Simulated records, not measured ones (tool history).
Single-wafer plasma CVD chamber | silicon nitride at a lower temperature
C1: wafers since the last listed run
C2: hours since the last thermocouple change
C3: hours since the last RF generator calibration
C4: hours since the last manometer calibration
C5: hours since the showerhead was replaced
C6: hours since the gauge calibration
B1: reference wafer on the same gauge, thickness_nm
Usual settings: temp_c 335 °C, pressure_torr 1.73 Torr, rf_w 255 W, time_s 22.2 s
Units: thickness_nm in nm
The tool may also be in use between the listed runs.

Run 1, hour 0: usual settings but rf_w 235 W, time_s 20.9 s; C1 0; C2 1610.2; C3 751.5; C4 1708.5; C5 4985.1; C6 1761.2; B1 26.519. Result: thickness_nm 22.138 nm.
Run 2, hour 55.7: usual settings but rf_w 235 W, time_s 20.9 s; C1 1648; C2 1665.9; C3 807.2; C4 1764.2; C5 5040.8; C6 1816.9; B1 26.539. Result: thickness_nm 21.984 nm.
At hour 75.5: showerhead replaced.
Run 3, hour 122.1: usual settings but pressure_torr 1.89 Torr; C1 1728; C2 1732.3; C3 873.6; C4 1830.6; C5 46.6; C6 1883.3; B1 26.496. Result: thickness_nm 24.934 nm.
Run 4, hour 173: usual settings but pressure_torr 1.89 Torr; C1 1506; C2 1783.2; C3 924.5; C4 1881.5; C5 97.5; C6 1934.2; B1 26.52. Result: thickness_nm 25.135 nm.
Run 5, hour 275.2: usual settings but pressure_torr 1.89 Torr; C1 3024; C2 1885.4; C3 1026.7; C4 1983.7; C5 199.7; C6 2036.4; B1 26.549. Result: thickness_nm 24.991 nm.
Run 6, hour 343.1: usual settings; C1 2009; C2 1953.3; C3 1094.6; C4 2051.6; C5 267.6; C6 2104.3; B1 26.472. Result: thickness_nm 24.495 nm.
At hour 379.4: capacitance manometer re-zeroed and calibrated.
Run 7, hour 379.9: usual settings but time_s 23.5 s; C1 852; C2 1990.1; C3 1131.4; C4 0.5; C5 304.4; C6 2141.1; B1 26.55. Result: thickness_nm 26.201 nm.
At hour 390.4: thermocouple changed; heater temperature recalibrated.
Run 8, hour 404.9: usual settings; C1 503; C2 14.5; C3 1156.4; C4 25.5; C5 329.4; C6 2166.1; B1 26.525. Result: thickness_nm 24.898 nm.
Run 9, hour 444.5: usual settings but pressure_torr 2.1 Torr, rf_w 215 W; C1 1171; C2 54.1; C3 1196; C4 65.1; C5 369; C6 2205.7; B1 26.508. Result: thickness_nm 23.53 nm.
Run 10, hour 493: usual settings; C1 1435; C2 102.6; C3 1244.5; C4 113.6; C5 417.5; C6 2254.2; B1 26.509. Result: thickness_nm 24.806 nm.
Run 11, hour 562: usual settings but pressure_torr 2.15 Torr, time_s 20.3 s; C1 2041; C2 171.6; C3 1313.5; C4 182.6; C5 486.5; C6 2323.2; B1 26.494. Result: thickness_nm 23.886 nm.
Run 12, hour 612.1: usual settings but temp_c 320 °C, pressure_torr 1.44 Torr, rf_w 225 W, time_s 25.1 s; C1 1482; C2 221.7; C3 1363.6; C4 232.7; C5 536.6; C6 2373.3; B1 26.543. Result: thickness_nm 24.843 nm.
Run 13, hour 750.7: usual settings but time_s 18.9 s; C1 4101; C2 360.3; C3 1502.2; C4 371.3; C5 675.2; C6 2511.9; B1 26.543. Result: thickness_nm 20.851 nm.
Run 14, hour 782.1: usual settings; C1 929; C2 391.7; C3 1533.6; C4 402.7; C5 706.6; C6 2543.3; B1 26.499. Result: thickness_nm 24.516 nm.
Run 15, hour 809.6: usual settings but temp_c 327 °C, pressure_torr 1.31 Torr, rf_w 235 W, time_s 23.7 s; C1 813; C2 419.2; C3 1561.1; C4 430.2; C5 734.1; C6 2570.8; B1 26.524. Result: thickness_nm 23.38 nm.
Run 16, hour 850: usual settings; C1 1195; C2 459.6; C3 1601.5; C4 470.6; C5 774.5; C6 2611.2; B1 26.487. Result: thickness_nm 24.48 nm.
At hour 897.9: RF generator calibrated.
Run 17, hour 898.4: usual settings but pressure_torr 2.15 Torr, time_s 20.9 s; C1 1195; C2 508; C3 0.5; C4 519; C5 822.9; C6 2659.6; B1 26.483. Result: thickness_nm 24.749 nm.
Run 18, hour 931.5: usual settings but temp_c 325 °C, pressure_torr 2 Torr; C1 979; C2 541.1; C3 33.6; C4 552.1; C5 856; C6 2692.7; B1 26.556. Result: thickness_nm 25.849 nm.
At hour 970: gauge calibrated.
Run 19, hour 993.7: usual settings but pressure_torr 1.96 Torr, rf_w 300 W; C1 1840; C2 603.3; C3 95.8; C4 614.3; C5 918.2; C6 23.7; B1 26.482. Result: thickness_nm 28.009 nm.
Run 20, hour 1055.5: usual settings but rf_w 205 W, time_s 18.7 s; C1 1828; C2 665.1; C3 157.6; C4 676.1; C5 980; C6 85.5; B1 26.469. Result: thickness_nm 18.52 nm.
Run 21, hour 1111.7: usual settings but temp_c 327 °C, pressure_torr 1.31 Torr, rf_w 235 W, time_s 23.7 s; C1 1663; C2 721.3; C3 213.8; C4 732.3; C5 1036.2; C6 141.7; B1 26.511. Result: thickness_nm 23.679 nm.
Run 22, hour 1148.5: usual settings but temp_c 345 °C, pressure_torr 1.88 Torr, rf_w 240 W, time_s 23.6 s; C1 1088; C2 758.1; C3 250.6; C4 769.1; C5 1073; C6 178.5; B1 26.481. Result: thickness_nm 25.89 nm.
Run 23, hour 1177: usual settings; C1 843; C2 786.6; C3 279.1; C4 797.6; C5 1101.5; C6 207; B1 26.531. Result: thickness_nm 24.772 nm.
Run 24, hour 1221.3: usual settings but pressure_torr 1.45 Torr, rf_w 295 W, time_s 18 s; C1 1310; C2 830.9; C3 323.4; C4 841.9; C5 1145.8; C6 251.3; B1 26.464. Result: thickness_nm 21.02 nm.
Run 25, hour 1396.3: usual settings but temp_c 343 °C; C1 5178; C2 1005.9; C3 498.4; C4 1016.9; C5 1320.8; C6 426.3; B1 26.461. Result: thickness_nm 24.762 nm.
Run 26, hour 1465.7: usual settings but temp_c 329 °C, pressure_torr 2.01 Torr; C1 2053; C2 1075.3; C3 567.8; C4 1086.3; C5 1390.2; C6 495.7; B1 26.512. Result: thickness_nm 25.74 nm.

The next listed run, before its measurement:
Run 27, hour 1501.3: usual settings but temp_c 329 °C, time_s 19.9 s; C1 1053; C2 1110.9; C3 603.4; C4 1121.9; C5 1425.8; C6 531.3; B1 ?. Result: thickness_nm ?.

B1: 26.49
thickness_nm: 22.253 nm
Without the tool's hidden state the same run would have given thickness_nm 22.665 nm.
